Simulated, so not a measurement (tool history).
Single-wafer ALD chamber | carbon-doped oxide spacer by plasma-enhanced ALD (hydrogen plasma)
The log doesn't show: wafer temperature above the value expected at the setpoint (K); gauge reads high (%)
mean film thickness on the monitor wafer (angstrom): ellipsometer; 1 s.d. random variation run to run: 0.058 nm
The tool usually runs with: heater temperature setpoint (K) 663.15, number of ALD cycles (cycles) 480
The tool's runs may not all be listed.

run   hour  heater temperature setpoint (K)  number of ALD cycles (cycles)  wafers since the last listed run  hours since the last thermocouple change  hours since the gauge calibration  read-back reference wafer on the same gauge, thickness_nm  mean film thickness on the monitor wafer (angstrom)
  1      0                           663.15                            480                                 0                                    2067.1                              103.8                                                     21.404                                               230.72
  2   35.4                           663.15                            480                                37                                    2102.5                              139.2                                                     21.366                                               229.15
  3   71.3                           663.15                            480                                38                                    2138.4                              175.1                                                     21.355                                               230.75
  4   99.3                           663.15                            480                                29                                    2166.4                              203.1                                                     21.375                                               230.56
  5  175.2                           663.15                            480                                81                                    2242.3                                279                                                     21.306                                               229.85
  6  197.7                           663.15                            480                                24                                    2264.8                              301.5                                                     21.294                                               230.81
  7  219.5                           663.15                            480                                23                                    2286.6                              323.3                                                     21.281                                               229.72
  8  253.3                           663.15                            480                                36                                    2320.4                              357.1                                                     21.284                                               228.62
  9  278.6                           663.15                            480                                27                                    2345.7                              382.4                                                     21.243                                               229.19
 10  301.9                           663.15                            480                                24                                      2369                              405.7                                                      21.22                                               228.55
 11  317.9                           658.15                            547                                17                                      2385                              421.7                                                     21.212                                               260.61
 12  335.5                           663.15                            519                                18                                    2402.6                              439.3                                                     21.225                                               247.41
 13  368.8                           663.15                            480                                35                                    2435.9                              472.6                                                     21.177                                                227.1
 14    402                           663.15                            480                                35                                    2469.1                              505.8                                                     21.151                                               228.37
 15  418.4                           663.15                            480                                17                                    2485.5                              522.2                                                     21.141                                               228.39
     439.8  -- thermocouple changed; heater temperature recalibrated
 16  446.5                           658.15                            398                                21                                       6.7                              550.3                                                     21.131                                               188.36
 17  472.5                           655.15                            411                                27                                      32.7                              576.3                                                     21.085                                               195.29
 18  489.5                           656.15                            480                                18                                      49.7                              593.3                                                      21.06                                               227.38
     498.4  -- gauge calibrated
 19  501.7                           656.15                            530                                13                                      61.9                                3.3                                                      21.43                                               255.59
 20  520.3                           648.15                            416                                19                                      80.5                               21.9                                                     21.434                                               200.44
 21  542.9                           663.15                            480                                24                                     103.1                               44.5                                                     21.427                                               232.14
 22  574.7                           663.15                            553                                34                                     134.9                               76.3                                                     21.417                                               266.29
 23  601.9                           663.15                            480                                29                                     162.1                              103.5                                                     21.436                                               231.25
 24  616.6                           658.15                            513                                15                                     176.8                              118.2                                                     21.405                                                246.2
 25  643.7                           677.15                            480                                29                                     203.9                              145.3                                                     21.404                                               228.22
 26    659                           663.15                            480                                16                                     219.2                              160.6                                                     21.392                                               230.93
 27  686.2                           663.15                            390                                29                                     246.4                              187.8                                                     21.395                                               187.19
 28  702.9                           668.15                            554                                17                                     263.1                              204.5                                                     21.362                                               266.22
 29  723.1                           667.15                            480                                21                                     283.3                              224.7                                                     21.389                                               231.33

State the hidden condition of the tool at each of the runs:
wafer temperature above the value expected at the setpoint (K): 0 in every run
H1: gauge reads high (%)
run       H1
  1  -0.0939
  2   -0.132
  3   -0.181
  4   -0.228
  5   -0.389
  6   -0.447
  7   -0.506
  8   -0.608
  9    -0.69
 10   -0.771
 11   -0.829
 12   -0.896
 13    -1.03
 14    -1.17
 15    -1.25
 16    -1.38
 17    -1.51
 18     -1.6
 19    0.122
 20     0.12
 21    0.113
 22   0.0965
 23    0.075
 24   0.0607
 25   0.0292
 26  0.00865
 27  -0.0331
 28  -0.0619
 29     -0.1

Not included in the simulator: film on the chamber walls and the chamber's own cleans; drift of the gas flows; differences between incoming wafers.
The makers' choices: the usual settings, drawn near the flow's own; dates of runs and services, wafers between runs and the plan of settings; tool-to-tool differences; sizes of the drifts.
